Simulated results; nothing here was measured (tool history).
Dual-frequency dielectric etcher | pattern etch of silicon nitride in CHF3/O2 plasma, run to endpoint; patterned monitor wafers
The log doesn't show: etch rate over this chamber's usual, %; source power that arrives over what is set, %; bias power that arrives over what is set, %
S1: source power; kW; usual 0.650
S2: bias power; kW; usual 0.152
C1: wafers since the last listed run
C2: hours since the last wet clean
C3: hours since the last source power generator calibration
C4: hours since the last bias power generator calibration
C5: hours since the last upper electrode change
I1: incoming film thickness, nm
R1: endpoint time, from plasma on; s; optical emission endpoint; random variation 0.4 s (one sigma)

| run | day | S1 | S2 | C1 | C2 | C3 | C4 | C5 | I1 | R1 |
|---|---|---|---|---|---|---|---|---|---|---|
| 1 | 0.000 | 0.650 | 0.152 | 0 | 434.8 | 2607.8 | 3181.0 | 5875.1 | 63.0 | 46.6 |
| 2 | 0.358 | 0.650 | 0.152 | 108 | 443.4 | 2616.4 | 3189.6 | 5883.7 | 63.4 | 46.6 |
| 3 | 1.025 | 0.650 | 0.152 | 202 | 459.4 | 2632.4 | 3205.6 | 5899.7 | 63.2 | 46.9 |
| 4 | 1.375 | 0.650 | 0.152 | 106 | 467.8 | 2640.8 | 3214.0 | 5908.1 | 63.2 | 45.9 |
| 5 | 1.942 | 0.650 | 0.173 | 172 | 481.4 | 2654.4 | 3227.6 | 5921.7 | 62.9 | 43.9 |
| 6 | 2.538 | 0.650 | 0.152 | 181 | 495.7 | 2668.7 | 3241.9 | 5936.0 | 62.9 | 45.9 |
| 7 | 2.929 | 0.650 | 0.152 | 119 | 505.1 | 2678.1 | 3251.3 | 5945.4 | 62.4 | 45.6 |
| 8 | 3.283 | 0.710 | 0.134 | 107 | 513.6 | 2686.6 | 3259.8 | 5953.9 | 63.2 | 46.2 |
| 9 | 3.550 | 0.710 | 0.134 | 81 | 520.0 | 2693.0 | 3266.2 | 5960.3 | 63.0 | 46.2 |
|  | 5.600 | wet clean of the chamber |
| 10 | 5.754 | 0.710 | 0.134 | 366 | 3.7 | 2745.9 | 3319.1 | 6013.2 | 63.0 | 46.9 |
|  | 7.325 | upper electrode replaced |
| 11 | 7.346 | 0.650 | 0.152 | 179 | 41.9 | 2784.1 | 3357.3 | 0.5 | 62.9 | 46.3 |
| 12 | 7.358 | 0.650 | 0.152 | 3 | 42.2 | 2784.4 | 3357.6 | 0.8 | 63.2 | 46.7 |
| 13 | 7.825 | 0.650 | 0.152 | 141 | 53.4 | 2795.6 | 3368.8 | 12.0 | 63.2 | 45.9 |
| 14 | 8.533 | 0.650 | 0.152 | 215 | 70.4 | 2812.6 | 3385.8 | 29.0 | 63.1 | 46.4 |
| 15 | 8.879 | 0.650 | 0.135 | 105 | 78.7 | 2820.9 | 3394.1 | 37.3 | 63.3 | 48.6 |
| 16 | 9.592 | 0.650 | 0.152 | 216 | 95.8 | 2838.0 | 3411.2 | 54.4 | 62.8 | 46.9 |
| 17 | 10.096 | 0.610 | 0.164 | 153 | 107.9 | 2850.1 | 3423.3 | 66.5 | 62.4 | 46.8 |
| 18 | 10.696 | 0.760 | 0.129 | 182 | 122.3 | 2864.5 | 3437.7 | 80.9 | 63.1 | 45.4 |
| 19 | 11.279 | 0.650 | 0.152 | 177 | 136.3 | 2878.5 | 3451.7 | 94.9 | 63.6 | 46.3 |
| 20 | 11.958 | 0.800 | 0.187 | 206 | 152.6 | 2894.8 | 3468.0 | 111.2 | 62.9 | 38.5 |
| 21 | 12.404 | 0.520 | 0.184 | 135 | 163.3 | 2905.5 | 3478.7 | 121.9 | 63.0 | 49.2 |
| 22 | 13.154 | 0.650 | 0.152 | 228 | 181.3 | 2923.5 | 3496.7 | 139.9 | 63.7 | 46.2 |
| 23 | 13.508 | 0.650 | 0.189 | 107 | 189.8 | 2932.0 | 3505.2 | 148.4 | 63.5 | 42.9 |
| 24 | 14.158 | 0.650 | 0.135 | 197 | 205.4 | 2947.6 | 3520.8 | 164.0 | 63.2 | 48.1 |
| 25 | 14.554 | 0.650 | 0.152 | 120 | 214.9 | 2957.1 | 3530.3 | 173.5 | 62.7 | 46.6 |

Forecast run 26:
|  | 15.558 | source power generator calibrated |
|  | 15.638 | bias power generator calibrated |
| 26 | 15.892 | 0.570 | 0.152 | 332 | 247.0 | 8.0 | 6.1 | 205.6 | 63.1 | ? |

R1: 49.8 s
Without the tool's hidden state the same run would have given R1 49.8 s.

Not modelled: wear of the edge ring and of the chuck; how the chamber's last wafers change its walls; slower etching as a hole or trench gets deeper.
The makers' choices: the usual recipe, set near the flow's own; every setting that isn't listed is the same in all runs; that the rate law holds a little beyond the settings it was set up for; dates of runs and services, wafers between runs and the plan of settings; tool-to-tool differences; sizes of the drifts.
